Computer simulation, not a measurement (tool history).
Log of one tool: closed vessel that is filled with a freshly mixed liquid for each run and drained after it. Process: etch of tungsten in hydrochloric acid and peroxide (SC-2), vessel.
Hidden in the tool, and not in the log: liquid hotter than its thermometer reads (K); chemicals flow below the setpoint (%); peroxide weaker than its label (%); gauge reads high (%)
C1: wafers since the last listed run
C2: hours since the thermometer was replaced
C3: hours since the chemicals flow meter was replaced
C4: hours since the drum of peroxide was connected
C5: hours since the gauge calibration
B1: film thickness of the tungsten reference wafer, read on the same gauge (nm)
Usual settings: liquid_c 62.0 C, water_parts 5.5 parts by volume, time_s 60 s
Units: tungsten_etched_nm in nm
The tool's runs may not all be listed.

{"run": 1, "hour": 0.0, "liquid_c": 62.0, "water_parts": 5.5, "time_s": 60, "C1": 0, "C2": 310.7, "C3": 411.2, "C4": 406.8, "C5": 603.3, "B1": 90.0, "tungsten_etched_nm": 52.04}
{"hour": 15.5, "done": "gauge calibrated"}
{"hour": 29.3, "done": "new drum of peroxide connected"}
{"run": 2, "hour": 29.7, "liquid_c": 62.0, "water_parts": 5.5, "time_s": 60, "C1": 1866, "C2": 340.4, "C3": 440.9, "C4": 0.4, "C5": 14.2, "B1": 90.05, "tungsten_etched_nm": 52.57}
{"hour": 85.6, "done": "chemicals flow meter replaced"}
{"run": 3, "hour": 109.4, "liquid_c": 62.0, "water_parts": 5.5, "time_s": 60, "C1": 5117, "C2": 420.1, "C3": 23.8, "C4": 80.1, "C5": 93.9, "B1": 90.02, "tungsten_etched_nm": 52.13}
{"run": 4, "hour": 145.1, "liquid_c": 62.0, "water_parts": 5.5, "time_s": 60, "C1": 2321, "C2": 455.8, "C3": 59.5, "C4": 115.8, "C5": 129.6, "B1": 89.97, "tungsten_etched_nm": 52.77}
{"run": 5, "hour": 170.0, "liquid_c": 62.0, "water_parts": 5.5, "time_s": 60, "C1": 1619, "C2": 480.7, "C3": 84.4, "C4": 140.7, "C5": 154.5, "B1": 90.01, "tungsten_etched_nm": 52.4}
{"run": 6, "hour": 191.8, "liquid_c": 62.0, "water_parts": 5.5, "time_s": 60, "C1": 1417, "C2": 502.5, "C3": 106.2, "C4": 162.5, "C5": 176.3, "B1": 89.99, "tungsten_etched_nm": 52.88}
{"run": 7, "hour": 203.9, "liquid_c": 66.0, "water_parts": 5.5, "time_s": 60, "C1": 786, "C2": 514.6, "C3": 118.3, "C4": 174.6, "C5": 188.4, "B1": 90.01, "tungsten_etched_nm": 67.56}
{"run": 8, "hour": 216.6, "liquid_c": 62.0, "water_parts": 5.5, "time_s": 60, "C1": 825, "C2": 527.3, "C3": 131.0, "C4": 187.3, "C5": 201.1, "B1": 90.01, "tungsten_etched_nm": 52.96}
{"run": 9, "hour": 243.3, "liquid_c": 62.0, "water_parts": 5.5, "time_s": 60, "C1": 1736, "C2": 554.0, "C3": 157.7, "C4": 214.0, "C5": 227.8, "B1": 89.96, "tungsten_etched_nm": 52.82}
{"run": 10, "hour": 267.0, "liquid_c": 62.0, "water_parts": 5.5, "time_s": 35, "C1": 1541, "C2": 577.7, "C3": 181.4, "C4": 237.7, "C5": 251.5, "B1": 89.98, "tungsten_etched_nm": 30.92}
{"run": 11, "hour": 293.3, "liquid_c": 68.0, "water_parts": 5.5, "time_s": 60, "C1": 1710, "C2": 604.0, "C3": 207.7, "C4": 264.0, "C5": 277.8, "B1": 89.96, "tungsten_etched_nm": 76.6}
{"run": 12, "hour": 318.3, "liquid_c": 68.0, "water_parts": 5.5, "time_s": 60, "C1": 1625, "C2": 629.0, "C3": 232.7, "C4": 289.0, "C5": 302.8, "B1": 89.98, "tungsten_etched_nm": 76.04}
{"run": 13, "hour": 341.0, "liquid_c": 68.0, "water_parts": 5.5, "time_s": 60, "C1": 1476, "C2": 651.7, "C3": 255.4, "C4": 311.7, "C5": 325.5, "B1": 89.97, "tungsten_etched_nm": 76.66}
{"hour": 351.8, "done": "thermometer replaced"}
{"run": 14, "hour": 376.1, "liquid_c": 62.0, "water_parts": 5.5, "time_s": 60, "C1": 2217, "C2": 24.3, "C3": 290.5, "C4": 346.8, "C5": 360.6, "B1": 90.01, "tungsten_etched_nm": 51.92}
{"run": 15, "hour": 398.8, "liquid_c": 65.0, "water_parts": 4.0, "time_s": 90, "C1": 1476, "C2": 47.0, "C3": 313.2, "C4": 369.5, "C5": 383.3, "B1": 89.99, "tungsten_etched_nm": 117.67}
{"run": 16, "hour": 429.4, "liquid_c": 62.0, "water_parts": 4.0, "time_s": 70, "C1": 1989, "C2": 77.6, "C3": 343.8, "C4": 400.1, "C5": 413.9, "B1": 90.02, "tungsten_etched_nm": 76.17}
{"run": 17, "hour": 463.3, "liquid_c": 62.0, "water_parts": 5.5, "time_s": 60, "C1": 2204, "C2": 111.5, "C3": 377.7, "C4": 434.0, "C5": 447.8, "B1": 90.02, "tungsten_etched_nm": 51.84}
{"hour": 470.1, "done": "new drum of peroxide connected"}
{"run": 18, "hour": 492.4, "liquid_c": 58.5, "water_parts": 7.5, "time_s": 60, "C1": 1827, "C2": 140.6, "C3": 406.8, "C4": 22.3, "C5": 476.9, "B1": 89.98, "tungsten_etched_nm": 33.27}
{"run": 19, "hour": 520.3, "liquid_c": 68.0, "water_parts": 8.5, "time_s": 35, "C1": 1814, "C2": 168.5, "C3": 434.7, "C4": 50.2, "C5": 504.8, "B1": 89.97, "tungsten_etched_nm": 31.51}
{"run": 20, "hour": 544.8, "liquid_c": 62.0, "water_parts": 4.0, "time_s": 90, "C1": 1593, "C2": 193.0, "C3": 459.2, "C4": 74.7, "C5": 529.3, "B1": 90.0, "tungsten_etched_nm": 97.42}
{"hour": 553.9, "done": "chemicals flow meter replaced"}
{"hour": 573.6, "done": "gauge calibrated"}
{"run": 21, "hour": 578.0, "liquid_c": 62.0, "water_parts": 5.5, "time_s": 60, "C1": 2093, "C2": 226.2, "C3": 24.1, "C4": 107.9, "C5": 4.4, "B1": 90.03, "tungsten_etched_nm": 52.5}
{"run": 22, "hour": 627.4, "liquid_c": 62.0, "water_parts": 5.5, "time_s": 60, "C1": 3212, "C2": 275.6, "C3": 73.5, "C4": 157.3, "C5": 53.8, "B1": 90.03, "tungsten_etched_nm": 52.29}
{"run": 23, "hour": 642.4, "liquid_c": 62.0, "water_parts": 5.5, "time_s": 85, "C1": 975, "C2": 290.6, "C3": 88.5, "C4": 172.3, "C5": 68.8, "B1": 89.99, "tungsten_etched_nm": 74.33}
{"run": 24, "hour": 668.8, "liquid_c": 69.5, "water_parts": 5.5, "time_s": 60, "C1": 1716, "C2": 317.0, "C3": 114.9, "C4": 198.7, "C5": 95.2, "B1": 90.0, "tungsten_etched_nm": 82.56}
{"run": 25, "hour": 693.7, "liquid_c": 68.5, "water_parts": 7.0, "time_s": 30, "C1": 1619, "C2": 341.9, "C3": 139.8, "C4": 223.6, "C5": 120.1, "B1": 89.97, "tungsten_etched_nm": 32.73}
{"run": 26, "hour": 707.6, "liquid_c": 62.0, "water_parts": 4.0, "time_s": 60, "C1": 903, "C2": 355.8, "C3": 153.7, "C4": 237.5, "C5": 134.0, "B1": 90.02, "tungsten_etched_nm": 65.5}
{"run": 27, "hour": 739.7, "liquid_c": 62.0, "water_parts": 5.5, "time_s": 60, "C1": 2087, "C2": 387.9, "C3": 185.8, "C4": 269.6, "C5": 166.1, "B1": 90.0, "tungsten_etched_nm": 52.68}
{"run": 28, "hour": 768.6, "liquid_c": 62.0, "water_parts": 5.5, "time_s": 60, "C1": 1879, "C2": 416.8, "C3": 214.7, "C4": 298.5, "C5": 195.0, "B1": 89.96, "tungsten_etched_nm": 52.73}
{"run": 29, "hour": 785.1, "liquid_c": 70.5, "water_parts": 4.0, "time_s": 60, "C1": 1072, "C2": 433.3, "C3": 231.2, "C4": 315.0, "C5": 211.5, "B1": 90.03, "tungsten_etched_nm": 110.12}

Forecast each of these 5 alternatives for the next run:
{"run": "A", "hour": 785.8, "liquid_c": 62.0, "water_parts": 5.5, "time_s": 60, "C1": 45, "C2": 434.0, "C3": 231.9, "C4": 315.7, "C5": 212.2, "B1": "?", "tungsten_etched_nm": "?"}
{"run": "B", "hour": 785.8, "liquid_c": 70.5, "water_parts": 7.5, "time_s": 80, "C1": 45, "C2": 434.0, "C3": 231.9, "C4": 315.7, "C5": 212.2, "B1": "?", "tungsten_etched_nm": "?"}
{"run": "C", "hour": 785.8, "liquid_c": 57.5, "water_parts": 8.0, "time_s": 35, "C1": 45, "C2": 434.0, "C3": 231.9, "C4": 315.7, "C5": 212.2, "B1": "?", "tungsten_etched_nm": "?"}
{"run": "D", "hour": 785.8, "liquid_c": 53.0, "water_parts": 4.0, "time_s": 70, "C1": 45, "C2": 434.0, "C3": 231.9, "C4": 315.7, "C5": 212.2, "B1": "?", "tungsten_etched_nm": "?"}
{"run": "E", "hour": 785.8, "liquid_c": 69.0, "water_parts": 5.5, "time_s": 60, "C1": 45, "C2": 434.0, "C3": 231.9, "C4": 315.7, "C5": 212.2, "B1": "?", "tungsten_etched_nm": "?"}

run=A B1=90.00 tungsten_etched_nm=52.87
run=B B1=90.00 tungsten_etched_nm=92.94
run=C B1=90.00 tungsten_etched_nm=17.45
run=D B1=90.00 tungsten_etched_nm=43.52
run=E B1=90.00 tungsten_etched_nm=80.80
Without the tool's hidden state the same runs would have given:
run=A tungsten_etched_nm=51.71
run=B tungsten_etched_nm=90.99
run=C tungsten_etched_nm=17.05
run=D tungsten_etched_nm=42.50
run=E tungsten_etched_nm=79.09
